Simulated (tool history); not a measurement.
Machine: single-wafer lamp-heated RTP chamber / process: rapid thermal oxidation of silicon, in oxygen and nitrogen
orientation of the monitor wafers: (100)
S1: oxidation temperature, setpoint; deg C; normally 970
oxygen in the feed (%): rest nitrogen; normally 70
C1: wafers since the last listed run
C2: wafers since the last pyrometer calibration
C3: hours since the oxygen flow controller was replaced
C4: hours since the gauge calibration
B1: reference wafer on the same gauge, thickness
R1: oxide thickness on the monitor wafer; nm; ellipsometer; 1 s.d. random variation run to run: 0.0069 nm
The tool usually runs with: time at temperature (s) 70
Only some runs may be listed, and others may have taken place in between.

{"run": 1, "hour": 0.0, "S1": 979, "time at temperature (s)": 70, "oxygen in the feed (%)": 62, "C1": 0, "C2": 570, "C3": 6717.8, "C4": 385.2, "B1": 4.951, "R1": 4.773}
{"run": 2, "hour": 70.3, "S1": 970, "time at temperature (s)": 70, "oxygen in the feed (%)": 70, "C1": 576, "C2": 1146, "C3": 6788.1, "C4": 455.5, "B1": 4.951, "R1": 4.671}
{"run": 3, "hour": 85.2, "S1": 970, "time at temperature (s)": 70, "oxygen in the feed (%)": 70, "C1": 122, "C2": 1269, "C3": 6803.0, "C4": 470.4, "B1": 4.952, "R1": 4.672}
{"run": 4, "hour": 119.9, "S1": 970, "time at temperature (s)": 70, "oxygen in the feed (%)": 70, "C1": 284, "C2": 1553, "C3": 6837.7, "C4": 505.1, "B1": 4.949, "R1": 4.671}
{"run": 5, "hour": 136.8, "S1": 970, "time at temperature (s)": 70, "oxygen in the feed (%)": 70, "C1": 138, "C2": 1692, "C3": 6854.6, "C4": 522.0, "B1": 4.95, "R1": 4.676}
{"run": 6, "hour": 164.7, "S1": 960, "time at temperature (s)": 70, "oxygen in the feed (%)": 70, "C1": 228, "C2": 1920, "C3": 6882.5, "C4": 549.9, "B1": 4.95, "R1": 4.366}
{"run": 7, "hour": 198.5, "S1": 960, "time at temperature (s)": 70, "oxygen in the feed (%)": 70, "C1": 277, "C2": 2197, "C3": 6916.3, "C4": 583.7, "B1": 4.95, "R1": 4.365}
{"hour": 219.9, "done": "pyrometer window cleaned and pyrometer calibrated"}
{"run": 8, "hour": 223.1, "S1": 970, "time at temperature (s)": 70, "oxygen in the feed (%)": 90, "C1": 136, "C2": 26, "C3": 6940.9, "C4": 608.3, "B1": 4.949, "R1": 5.011}
{"run": 9, "hour": 235.5, "S1": 970, "time at temperature (s)": 70, "oxygen in the feed (%)": 90, "C1": 101, "C2": 127, "C3": 6953.3, "C4": 620.7, "B1": 4.949, "R1": 5.019}
{"run": 10, "hour": 262.0, "S1": 970, "time at temperature (s)": 70, "oxygen in the feed (%)": 70, "C1": 217, "C2": 345, "C3": 6979.8, "C4": 647.2, "B1": 4.95, "R1": 4.64}
{"run": 11, "hour": 288.9, "S1": 970, "time at temperature (s)": 70, "oxygen in the feed (%)": 70, "C1": 220, "C2": 565, "C3": 7006.7, "C4": 674.1, "B1": 4.951, "R1": 4.649}
{"hour": 312.7, "done": "oxygen flow controller replaced"}
{"run": 12, "hour": 364.4, "S1": 970, "time at temperature (s)": 70, "oxygen in the feed (%)": 70, "C1": 553, "C2": 1119, "C3": 51.7, "C4": 749.6, "B1": 4.951, "R1": 4.668}
{"run": 13, "hour": 379.4, "S1": 970, "time at temperature (s)": 70, "oxygen in the feed (%)": 70, "C1": 122, "C2": 1241, "C3": 66.7, "C4": 764.6, "B1": 4.951, "R1": 4.683}
{"run": 14, "hour": 397.2, "S1": 970, "time at temperature (s)": 70, "oxygen in the feed (%)": 70, "C1": 145, "C2": 1387, "C3": 84.5, "C4": 782.4, "B1": 4.95, "R1": 4.669}
{"run": 15, "hour": 427.9, "S1": 970, "time at temperature (s)": 70, "oxygen in the feed (%)": 70, "C1": 251, "C2": 1639, "C3": 115.2, "C4": 813.1, "B1": 4.95, "R1": 4.674}
{"run": 16, "hour": 517.2, "S1": 970, "time at temperature (s)": 78, "oxygen in the feed (%)": 70, "C1": 732, "C2": 2371, "C3": 204.5, "C4": 902.4, "B1": 4.95, "R1": 4.903}
{"hour": 531.6, "done": "pyrometer window cleaned and pyrometer calibrated"}
{"run": 17, "hour": 544.3, "S1": 970, "time at temperature (s)": 48, "oxygen in the feed (%)": 53, "C1": 156, "C2": 103, "C3": 231.6, "C4": 929.5, "B1": 4.949, "R1": 3.663}
{"run": 18, "hour": 556.6, "S1": 985, "time at temperature (s)": 70, "oxygen in the feed (%)": 70, "C1": 100, "C2": 204, "C3": 243.9, "C4": 941.8, "B1": 4.951, "R1": 5.162}
{"run": 19, "hour": 570.4, "S1": 953, "time at temperature (s)": 103, "oxygen in the feed (%)": 97, "C1": 113, "C2": 317, "C3": 257.7, "C4": 955.6, "B1": 4.949, "R1": 5.38}
{"run": 20, "hour": 589.6, "S1": 957, "time at temperature (s)": 51, "oxygen in the feed (%)": 85, "C1": 157, "C2": 475, "C3": 276.9, "C4": 974.8, "B1": 4.95, "R1": 3.972}
{"run": 21, "hour": 617.6, "S1": 949, "time at temperature (s)": 70, "oxygen in the feed (%)": 90, "C1": 229, "C2": 704, "C3": 304.9, "C4": 1002.8, "B1": 4.948, "R1": 4.339}
{"run": 22, "hour": 648.8, "S1": 951, "time at temperature (s)": 100, "oxygen in the feed (%)": 62, "C1": 255, "C2": 960, "C3": 336.1, "C4": 1034.0, "B1": 4.95, "R1": 4.539}
{"run": 23, "hour": 678.8, "S1": 970, "time at temperature (s)": 55, "oxygen in the feed (%)": 70, "C1": 245, "C2": 1206, "C3": 366.1, "C4": 1064.0, "B1": 4.95, "R1": 4.236}
{"run": 24, "hour": 691.4, "S1": 961, "time at temperature (s)": 87, "oxygen in the feed (%)": 70, "C1": 103, "C2": 1309, "C3": 378.7, "C4": 1076.6, "B1": 4.949, "R1": 4.779}
{"hour": 695.2, "done": "gauge calibrated"}
{"run": 25, "hour": 711.9, "S1": 980, "time at temperature (s)": 89, "oxygen in the feed (%)": 70, "C1": 168, "C2": 1477, "C3": 399.2, "C4": 16.7, "B1": 4.949, "R1": 5.576}
{"run": 26, "hour": 744.0, "S1": 970, "time at temperature (s)": 97, "oxygen in the feed (%)": 70, "C1": 263, "C2": 1740, "C3": 431.3, "C4": 48.8, "B1": 4.95, "R1": 5.38}
{"run": 27, "hour": 848.3, "S1": 980, "time at temperature (s)": 38, "oxygen in the feed (%)": 57, "C1": 855, "C2": 2596, "C3": 535.6, "C4": 153.1, "B1": 4.949, "R1": 3.69}
{"hour": 856.3, "done": "pyrometer window cleaned and pyrometer calibrated"}
{"run": 28, "hour": 861.2, "S1": 970, "time at temperature (s)": 70, "oxygen in the feed (%)": 70, "C1": 40, "C2": 39, "C3": 548.5, "C4": 166.0, "B1": 4.949, "R1": 4.612}
{"run": 29, "hour": 924.2, "S1": 970, "time at temperature (s)": 52, "oxygen in the feed (%)": 70, "C1": 516, "C2": 556, "C3": 611.5, "C4": 229.0, "B1": 4.95, "R1": 4.116}
{"run": 30, "hour": 945.1, "S1": 970, "time at temperature (s)": 70, "oxygen in the feed (%)": 70, "C1": 171, "C2": 727, "C3": 632.4, "C4": 249.9, "B1": 4.95, "R1": 4.649}
{"run": 31, "hour": 959.4, "S1": 984, "time at temperature (s)": 70, "oxygen in the feed (%)": 70, "C1": 117, "C2": 844, "C3": 646.7, "C4": 264.2, "B1": 4.949, "R1": 5.14}
{"run": 32, "hour": 992.3, "S1": 954, "time at temperature (s)": 39, "oxygen in the feed (%)": 89, "C1": 269, "C2": 1114, "C3": 679.6, "C4": 297.1, "B1": 4.951, "R1": 3.563}
{"run": 33, "hour": 1015.8, "S1": 947, "time at temperature (s)": 82, "oxygen in the feed (%)": 70, "C1": 192, "C2": 1307, "C3": 703.1, "C4": 320.6, "B1": 4.951, "R1": 4.221}
{"run": 34, "hour": 1048.9, "S1": 961, "time at temperature (s)": 87, "oxygen in the feed (%)": 70, "C1": 271, "C2": 1578, "C3": 736.2, "C4": 353.7, "B1": 4.95, "R1": 4.802}
{"run": 35, "hour": 1067.5, "S1": 990, "time at temperature (s)": 43, "oxygen in the feed (%)": 70, "C1": 152, "C2": 1731, "C3": 754.8, "C4": 372.3, "B1": 4.949, "R1": 4.397}
{"run": 36, "hour": 1101.7, "S1": 989, "time at temperature (s)": 70, "oxygen in the feed (%)": 52, "C1": 280, "C2": 2011, "C3": 789.0, "C4": 406.5, "B1": 4.949, "R1": 4.846}
{"run": 37, "hour": 1131.6, "S1": 970, "time at temperature (s)": 94, "oxygen in the feed (%)": 70, "C1": 245, "C2": 2256, "C3": 818.9, "C4": 436.4, "B1": 4.951, "R1": 5.3}
{"run": 38, "hour": 1162.5, "S1": 993, "time at temperature (s)": 38, "oxygen in the feed (%)": 70, "C1": 253, "C2": 2509, "C3": 849.8, "C4": 467.3, "B1": 4.952, "R1": 4.257}
{"hour": 1174.4, "done": "pyrometer window cleaned and pyrometer calibrated"}
{"run": 39, "hour": 1197.6, "S1": 970, "time at temperature (s)": 70, "oxygen in the feed (%)": 70, "C1": 222, "C2": 190, "C3": 884.9, "C4": 502.4, "B1": 4.95, "R1": 4.631}

Pick out some run-to-run changes in R1. Of each, how much would a tool without hidden state show as well, from the settings, what came in and chance, and how much is left for the hidden state and any gauge scatter not in both results compared?
What the log doesn't record here: true wafer temperature minus pyrometer reading, K; deviation of the oxygen flow from its setpoint, %; gauge reads high (%).
Run 7 -> 8: S1 960 -> 970, oxygen in the feed (%) 70 -> 90, pyrometer window cleaned and pyrometer calibrated. R1 +0.646 nm: hidden state -0.060, all else +0.706.
Run 16 -> 17: time at temperature (s) 78 -> 48, oxygen in the feed (%) 70 -> 53, pyrometer window cleaned and pyrometer calibrated. R1 -1.240 nm: hidden state -0.063, all else -1.177.
Run 17 -> 18: S1 970 -> 985, time at temperature (s) 48 -> 70, oxygen in the feed (%) 53 -> 70. R1 +1.499 nm: hidden state +0.015, all else +1.484.
Run 26 -> 27: S1 970 -> 980, time at temperature (s) 97 -> 38, oxygen in the feed (%) 70 -> 57. R1 -1.690 nm: hidden state -0.031, all else -1.659.
Run 27 -> 28: S1 980 -> 970, time at temperature (s) 38 -> 70, oxygen in the feed (%) 57 -> 70, pyrometer window cleaned and pyrometer calibrated. R1 +0.922 nm: hidden state -0.044, all else +0.966.
Run 31 -> 32: S1 984 -> 954, time at temperature (s) 70 -> 39, oxygen in the feed (%) 70 -> 89. R1 -1.577 nm: hidden state -0.016, all else -1.561.

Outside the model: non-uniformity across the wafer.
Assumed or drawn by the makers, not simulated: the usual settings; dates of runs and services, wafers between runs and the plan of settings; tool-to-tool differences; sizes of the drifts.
